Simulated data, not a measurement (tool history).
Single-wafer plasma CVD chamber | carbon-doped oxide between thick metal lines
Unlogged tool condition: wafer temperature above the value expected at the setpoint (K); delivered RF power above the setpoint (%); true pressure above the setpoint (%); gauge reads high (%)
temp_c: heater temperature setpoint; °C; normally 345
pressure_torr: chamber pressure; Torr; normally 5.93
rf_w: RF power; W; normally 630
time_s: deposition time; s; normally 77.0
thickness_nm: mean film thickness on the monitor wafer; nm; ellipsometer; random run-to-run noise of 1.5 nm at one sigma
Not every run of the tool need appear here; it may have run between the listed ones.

| run | hour | temp_c | pressure_torr | rf_w | time_s | wafers since the last listed run | hours since the last thermocouple change | hours since the last RF generator calibration | hours since the last manometer calibration | hours since the showerhead was replaced | hours since the gauge calibration | read-back reference wafer on the same gauge, thickness_nm | thickness_nm |
|---|---|---|---|---|---|---|---|---|---|---|---|---|---|
| 1 | 0.0 | 345 | 5.93 | 630 | 77.0 | 0 | 1046.0 | 83.3 | 1410.6 | 3425.8 | 209.1 | 505.274 | 442.697 |
| 2 | 99.2 | 345 | 5.93 | 630 | 77.0 | 1725 | 1145.2 | 182.5 | 1509.8 | 3525.0 | 308.3 | 505.219 | 444.433 |
| 3 | 187.7 | 339 | 6.68 | 630 | 77.0 | 1538 | 1233.7 | 271.0 | 1598.3 | 3613.5 | 396.8 | 504.984 | 456.644 |
| 4 | 337.5 | 339 | 6.68 | 630 | 77.0 | 2604 | 1383.5 | 420.8 | 1748.1 | 3763.3 | 546.6 | 504.757 | 451.227 |
| 5 | 385.4 | 333 | 5.93 | 630 | 77.0 | 832 | 1431.4 | 468.7 | 1796.0 | 3811.2 | 594.5 | 504.607 | 454.914 |
| 6 | 445.6 | 349 | 5.93 | 630 | 71.9 | 1046 | 1491.6 | 528.9 | 1856.2 | 3871.4 | 654.7 | 504.993 | 406.749 |
| 7 | 512.3 | 349 | 5.93 | 630 | 71.9 | 1159 | 1558.3 | 595.6 | 1922.9 | 3938.1 | 721.4 | 504.668 | 406.016 |
| 8 | 570.3 | 353 | 5.93 | 680 | 77.0 | 1008 | 1616.3 | 653.6 | 1980.9 | 3996.1 | 779.4 | 505.024 | 445.953 |
| 9 | 658.6 | 345 | 5.93 | 630 | 77.0 | 1535 | 1704.6 | 741.9 | 2069.2 | 4084.4 | 867.7 | 504.938 | 436.454 |
|  | 730.4 | showerhead replaced, of another model than before |
| 10 | 745.5 | 345 | 5.93 | 630 | 77.0 | 1372 | 1791.5 | 828.8 | 2156.1 | 15.1 | 954.6 | 504.792 | 432.212 |
| 11 | 851.3 | 345 | 5.93 | 630 | 86.4 | 1839 | 1897.3 | 934.6 | 2261.9 | 120.9 | 1060.4 | 504.886 | 482.940 |
|  | 883.2 | thermocouple changed; heater temperature recalibrated |
| 12 | 892.4 | 345 | 5.93 | 630 | 77.0 | 575 | 9.2 | 975.7 | 2303.0 | 162.0 | 1101.5 | 504.533 | 428.085 |
|  | 1070.1 | gauge calibrated |
| 13 | 1163.8 | 356 | 5.93 | 575 | 77.0 | 4719 | 280.6 | 1247.1 | 2574.4 | 433.4 | 93.7 | 505.056 | 379.511 |
| 14 | 1250.1 | 350 | 6.83 | 675 | 65.7 | 1500 | 366.9 | 1333.4 | 2660.7 | 519.7 | 180.0 | 504.963 | 376.063 |
| 15 | 1291.2 | 333 | 5.35 | 630 | 77.0 | 714 | 408.0 | 1374.5 | 2701.8 | 560.8 | 221.1 | 505.304 | 423.162 |
|  | 1321.0 | RF generator calibrated |
| 16 | 1342.0 | 356 | 5.93 | 565 | 89.4 | 744 | 458.8 | 21.0 | 2752.6 | 611.6 | 271.9 | 505.344 | 456.937 |
|  | 1370.2 | capacitance manometer re-zeroed and calibrated |
| 17 | 1421.3 | 351 | 5.93 | 685 | 65.1 | 1239 | 538.1 | 100.3 | 51.1 | 690.9 | 351.2 | 504.729 | 389.233 |
| 18 | 1499.9 | 345 | 5.93 | 630 | 77.0 | 1366 | 616.7 | 178.9 | 129.7 | 769.5 | 429.8 | 505.410 | 440.282 |
| 19 | 1558.7 | 345 | 5.93 | 630 | 77.0 | 1022 | 675.5 | 237.7 | 188.5 | 828.3 | 488.6 | 505.111 | 438.633 |
| 20 | 1651.0 | 345 | 5.93 | 630 | 66.8 | 1605 | 767.8 | 330.0 | 280.8 | 920.6 | 580.9 | 505.627 | 380.380 |
| 21 | 1690.0 | 340 | 5.93 | 670 | 87.5 | 678 | 806.8 | 369.0 | 319.8 | 959.6 | 619.9 | 504.908 | 527.955 |
| 22 | 1726.7 | 345 | 7.28 | 630 | 77.0 | 638 | 843.5 | 405.7 | 356.5 | 996.3 | 656.6 | 504.703 | 444.639 |
| 23 | 1768.9 | 345 | 5.93 | 630 | 77.0 | 733 | 885.7 | 447.9 | 398.7 | 1038.5 | 698.8 | 505.074 | 438.320 |

Had the tool no unlogged condition, and each run kept its random variation, what would the results have been?
| run | thickness_nm |
|---|---|
| 1 | 443.423 |
| 2 | 445.416 |
| 3 | 458.053 |
| 4 | 453.640 |
| 5 | 457.772 |
| 6 | 409.842 |
| 7 | 409.776 |
| 8 | 450.661 |
| 9 | 442.397 |
| 10 | 443.349 |
| 11 | 498.591 |
| 12 | 443.168 |
| 13 | 402.050 |
| 14 | 400.579 |
| 15 | 453.071 |
| 16 | 461.613 |
| 17 | 393.105 |
| 18 | 445.118 |
| 19 | 443.816 |
| 20 | 385.554 |
| 21 | 535.410 |
| 22 | 451.536 |
| 23 | 445.663 |

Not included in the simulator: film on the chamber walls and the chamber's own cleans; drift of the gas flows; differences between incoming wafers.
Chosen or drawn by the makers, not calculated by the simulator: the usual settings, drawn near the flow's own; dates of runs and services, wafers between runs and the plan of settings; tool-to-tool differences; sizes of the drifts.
